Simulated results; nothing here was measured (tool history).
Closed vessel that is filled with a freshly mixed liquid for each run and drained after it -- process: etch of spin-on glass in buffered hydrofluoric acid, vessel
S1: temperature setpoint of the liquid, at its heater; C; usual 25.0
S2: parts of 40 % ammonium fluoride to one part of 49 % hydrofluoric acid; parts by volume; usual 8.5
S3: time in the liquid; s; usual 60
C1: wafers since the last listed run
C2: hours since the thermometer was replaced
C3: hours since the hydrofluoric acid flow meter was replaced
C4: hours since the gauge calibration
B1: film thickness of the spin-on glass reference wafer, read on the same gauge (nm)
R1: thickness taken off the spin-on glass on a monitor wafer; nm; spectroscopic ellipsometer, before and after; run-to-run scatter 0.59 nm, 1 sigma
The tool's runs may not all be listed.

| run | hour | S1 | S2 | S3 | C1 | C2 | C3 | C4 | B1 | R1 |
|---|---|---|---|---|---|---|---|---|---|---|
| 1 | 0.0 | 25.0 | 8.5 | 60 | 0 | 2743.6 | 388.0 | 81.4 | 99.98 | 239.16 |
| 2 | 11.5 | 25.0 | 8.5 | 60 | 999 | 2755.1 | 399.5 | 92.9 | 99.99 | 238.54 |
| 3 | 23.5 | 25.0 | 8.5 | 60 | 1043 | 2767.1 | 411.5 | 104.9 | 100.00 | 239.63 |
| 4 | 39.4 | 25.0 | 8.5 | 60 | 1382 | 2783.0 | 427.4 | 120.8 | 100.02 | 239.64 |
| 5 | 54.0 | 25.0 | 8.5 | 60 | 1269 | 2797.6 | 442.0 | 135.4 | 99.97 | 239.90 |
| 6 | 67.7 | 25.0 | 8.5 | 60 | 1190 | 2811.3 | 455.7 | 149.1 | 100.01 | 239.50 |
|  | 76.1 | thermometer replaced |
| 7 | 78.3 | 25.0 | 6.5 | 75 | 834 | 2.2 | 466.3 | 159.7 | 99.98 | 455.54 |
| 8 | 93.1 | 25.0 | 8.5 | 60 | 1286 | 17.0 | 481.1 | 174.5 | 99.94 | 281.92 |
| 9 | 108.0 | 25.0 | 8.5 | 60 | 1295 | 31.9 | 496.0 | 189.4 | 100.02 | 281.09 |
|  | 112.6 | gauge calibrated |
| 10 | 114.7 | 28.5 | 7.0 | 70 | 582 | 38.6 | 502.7 | 2.1 | 100.02 | 483.30 |
| 11 | 122.8 | 21.5 | 8.5 | 45 | 704 | 46.7 | 510.8 | 10.2 | 100.02 | 174.33 |
| 12 | 137.5 | 29.5 | 7.5 | 75 | 1277 | 61.4 | 525.5 | 24.9 | 99.98 | 512.30 |
|  | 150.1 | hydrofluoric acid flow meter replaced |
| 13 | 151.5 | 25.0 | 8.5 | 60 | 1130 | 75.4 | 1.4 | 38.9 | 100.02 | 264.57 |
| 14 | 162.3 | 25.0 | 7.5 | 80 | 938 | 86.2 | 12.2 | 49.7 | 100.03 | 403.36 |
| 15 | 176.1 | 22.5 | 7.0 | 60 | 1199 | 100.0 | 26.0 | 63.5 | 99.98 | 285.00 |
| 16 | 183.1 | 25.0 | 8.5 | 60 | 608 | 107.0 | 33.0 | 70.5 | 100.02 | 265.71 |
| 17 | 200.9 | 25.0 | 8.5 | 60 | 1547 | 124.8 | 50.8 | 88.3 | 100.01 | 264.45 |

Forecast run 18:
| 18 | 211.3 | 21.5 | 12.0 | 60 | 904 | 135.2 | 61.2 | 98.7 | ? | ? |

B1: 99.99
R1: 160.59 nm
If the tool had no hidden condition, the same run with the same run-to-run variation would have returned R1 162.48 nm.

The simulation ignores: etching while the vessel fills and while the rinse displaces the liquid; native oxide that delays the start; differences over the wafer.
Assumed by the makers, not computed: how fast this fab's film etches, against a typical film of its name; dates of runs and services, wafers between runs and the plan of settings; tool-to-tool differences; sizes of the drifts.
